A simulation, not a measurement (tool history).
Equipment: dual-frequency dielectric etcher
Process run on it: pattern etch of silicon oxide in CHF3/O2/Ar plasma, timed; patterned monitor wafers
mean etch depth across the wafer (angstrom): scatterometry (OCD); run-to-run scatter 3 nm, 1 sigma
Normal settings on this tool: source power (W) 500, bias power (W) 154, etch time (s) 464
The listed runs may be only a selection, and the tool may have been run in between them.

run	hour	source power (W)	bias power (W)	etch time (s)	wafers since the last listed run	hours since the last wet clean	hours since the last source power generator calibration	hours since the last bias power generator calibration	hours since the last upper electrode change	hours since the gauge calibration	read-back reference wafer on the same gauge, depth_nm	mean etch depth across the wafer (angstrom)
1	0	500	154	464	0	37.9	1879.4	1642.1	2838.8	108.4	811.3	7981
2	37.4	500	154	464	109	75.3	1916.8	1679.5	2876.2	145.8	812	7974
# hour 75: bias power generator calibrated
# hour 108.7: upper electrode replaced
3	109.2	500	154	410.5	128	147.1	1988.6	34.2	0.5	217.6	811.6	7016
4	195	500	154	393	251	232.9	2074.4	120	86.3	303.4	812	6745
5	269.2	500	154	393	217	307.1	2148.6	194.2	160.5	377.6	812.1	6643
6	355.9	420	154	464	254	393.8	2235.3	280.9	247.2	464.3	812.4	7055
7	394	420	154	464	111	431.9	2273.4	319	285.3	502.4	812.1	7102
# hour 454.8: source power generator calibrated
8	467	500	154	464	202	504.9	12.2	392	358.3	575.4	812	7734
# hour 525.5: wet clean of the chamber
9	530.9	500	154	568.5	117	5.4	76.1	455.9	422.2	639.3	811.7	9908
10	625.7	470	189	520	278	100.2	170.9	550.7	517	734.1	812	9691
11	662.9	460	170	524	109	137.4	208.1	587.9	554.2	771.3	812.2	9152
12	742.8	500	136	464	234	217.3	288	667.8	634.1	851.2	812.5	7519
13	837.2	560	178	464	277	311.7	382.4	762.2	728.5	945.6	811.1	9162
14	922.3	500	154	464	249	396.8	467.5	847.3	813.6	1030.7	812.5	7963
15	990.7	500	154	464	200	465.2	535.9	915.7	882	1099.1	811.9	7863
# hour 1112.5: wet clean of the chamber
16	1113	600	140	464	288	0.5	658.2	1038	1004.3	1221.4	811.8	8414
17	1182.9	440	169	592.5	205	70.4	728.1	1107.9	1074.2	1291.3	812.6	9931
18	1221.5	550	134	371	113	109	766.7	1146.5	1112.8	1329.9	812.2	6225
19	1268.3	570	154	464	137	155.8	813.5	1193.3	1159.6	1376.7	812	8506
20	1348.4	500	154	328	235	235.9	893.6	1273.4	1239.7	1456.8	812.7	5572
21	1452	540	141	523	304	339.5	997.2	1377	1343.3	1560.4	812	8771
22	1553.5	500	154	464	298	441	1098.7	1478.5	1444.8	1661.9	812.6	7784
23	1605.9	390	154	347	153	493.4	1151.1	1530.9	1497.2	1714.3	812.3	5047
24	1667.4	570	164	368	180	554.9	1212.6	1592.4	1558.7	1775.8	811.9	6830
25	1756.3	500	154	464	261	643.8	1301.5	1681.3	1647.6	1864.7	812.6	7688
# hour 1794.7: wet clean of the chamber
26	1807.5	500	154	464	79	12.8	1352.7	1732.5	1698.8	1915.9	811.4	8055
27	1848.9	390	138	464	121	54.2	1394.1	1773.9	1740.2	1957.3	812	6540
28	1909.6	500	154	562.5	178	114.9	1454.8	1834.6	1800.9	2018	812.8	9676
29	1969.7	500	154	464	176	175	1514.9	1894.7	1861	2078.1	812.1	7993

What if the next run were any one of these 4? Each begins from the tool's condition after run 29:
A	1970.2	500	154	464	1	175.5	1515.4	1895.2	1861.5	2078.6	?	?
B	1970.2	380	182	464	1	175.5	1515.4	1895.2	1861.5	2078.6	?	?
C	1970.2	420	172	464	1	175.5	1515.4	1895.2	1861.5	2078.6	?	?
D	1970.2	500	154	582.5	1	175.5	1515.4	1895.2	1861.5	2078.6	?	?

run	read-back reference wafer on the same gauge, depth_nm	mean etch depth across the wafer (angstrom)
A	810.7	7970
B	810.7	7426
C	810.7	7655
D	810.7	10006
What these runs would have given with no unlogged condition in the tool:
run	mean etch depth across the wafer (angstrom)
A	8045
B	7496
C	7727
D	10100
